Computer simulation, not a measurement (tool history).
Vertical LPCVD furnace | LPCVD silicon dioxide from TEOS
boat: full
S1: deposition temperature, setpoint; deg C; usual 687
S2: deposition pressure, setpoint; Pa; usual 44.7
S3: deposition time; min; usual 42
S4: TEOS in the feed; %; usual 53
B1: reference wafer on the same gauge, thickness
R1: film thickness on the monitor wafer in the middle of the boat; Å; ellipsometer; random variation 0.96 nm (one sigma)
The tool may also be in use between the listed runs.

Run 1, hour 0: usual settings but S1 680 deg C; B1 156.94. Result: R1 1586.7 Å.
Run 2, hour 55.2: usual settings; B1 157.11. Result: R1 1908.8 Å.
Run 3, hour 131.2: usual settings; B1 157.05. Result: R1 1905.3 Å.
Run 4, hour 188.8: usual settings; B1 157.3. Result: R1 1890.4 Å.
Run 5, hour 281.8: usual settings but S2 38 Pa; B1 157.02. Result: R1 1731.1 Å.
Run 6, hour 326.9: usual settings but S2 38 Pa; B1 157.02. Result: R1 1728.5 Å.
Run 7, hour 527.7: usual settings; B1 156.83. Result: R1 1881.7 Å.
Run 8, hour 605.5: usual settings; B1 157.09. Result: R1 1882.5 Å.
Run 9, hour 650: usual settings; B1 156.73. Result: R1 1885.3 Å.
Run 10, hour 694.8: usual settings but S2 48.7 Pa; B1 156.54. Result: R1 1945.7 Å.
Run 11, hour 768.3: usual settings; B1 157.15. Result: R1 1894.5 Å.
At hour 859.1: pressure gauge zeroed.
Run 12, hour 870: usual settings; B1 157.18. Result: R1 1928.3 Å.
Run 13, hour 932: usual settings; B1 156.95. Result: R1 1926.7 Å.
Run 14, hour 1014.1: usual settings; B1 156.85. Result: R1 1929.1 Å.
Run 15, hour 1086.1: usual settings; B1 156.92. Result: R1 1930.1 Å.
Run 16, hour 1194: usual settings but S2 53.3 Pa, S4 56 %; B1 156.81. Result: R1 2167.8 Å.
At hour 1257.7: gauge calibrated.
Run 17, hour 1292.4: usual settings; B1 156.88. Result: R1 1910.7 Å.
Run 18, hour 1430.4: usual settings but S4 50 %; B1 157.22. Result: R1 1860.1 Å.
At hour 1510.9: thermocouples replaced and temperature profile calibrated.
Run 19, hour 1525.9: usual settings but S4 49 %; B1 156.89. Result: R1 1824.9 Å.
Run 20, hour 1633.3: usual settings but S3 47 min; B1 157.16. Result: R1 2140.8 Å.
Run 21, hour 1685: usual settings; B1 157.11. Result: R1 1915.7 Å.
Run 22, hour 1721.3: usual settings; B1 156.88. Result: R1 1901.6 Å.
Run 23, hour 1790: usual settings but S2 53.3 Pa, S4 56 %; B1 156.74. Result: R1 2137.4 Å.
At hour 1871.5: TEOS flow controller replaced.
Run 24, hour 1872: usual settings but S1 694 deg C, S4 49 %; B1 157.42. Result: R1 2163.3 Å.
Run 25, hour 1940.6: usual settings; B1 157.21. Result: R1 1883.9 Å.
Run 26, hour 1988.9: usual settings; B1 157. Result: R1 1904.4 Å.
Run 27, hour 2195: usual settings but S2 53.3 Pa; B1 157.16. Result: R1 2082.9 Å.
Run 28, hour 2301.7: usual settings but S1 680 deg C, S2 47.3 Pa, S3 30.5 min, S4 46 %; B1 157.05. Result: R1 1114.5 Å.
Run 29, hour 2402: usual settings but S1 690 deg C, S3 36 min, S4 59 %; B1 156.87. Result: R1 1835.6 Å.
Run 30, hour 2438.8: usual settings but S2 33.3 Pa, S3 37 min; B1 157.27. Result: R1 1435.4 Å.
Run 31, hour 2492.8: usual settings but S2 55.3 Pa, S3 31 min, S4 60 %; B1 157.06. Result: R1 1666.7 Å.
Run 32, hour 2567.6: usual settings but S1 680 deg C, S2 42 Pa; B1 156.94. Result: R1 1546 Å.

Forecast each of these 3 alternatives for the next run:
Run A, hour 2572: usual settings but S2 55.3 Pa; B1 ?. Result: R1 ?.
Run B, hour 2572: usual settings but S1 678 deg C; B1 ?. Result: R1 ?.
Run C, hour 2572: usual settings but S1 676 deg C, S4 45 %; B1 ?. Result: R1 ?.

run      B1      R1
  A  157.25  2112.7
  B  157.25  1521.5
  C  157.25  1335.1
Without the tool's hidden state the same runs would have given:
run      R1
  A  2148.2
  B  1553.4
  C  1363.1

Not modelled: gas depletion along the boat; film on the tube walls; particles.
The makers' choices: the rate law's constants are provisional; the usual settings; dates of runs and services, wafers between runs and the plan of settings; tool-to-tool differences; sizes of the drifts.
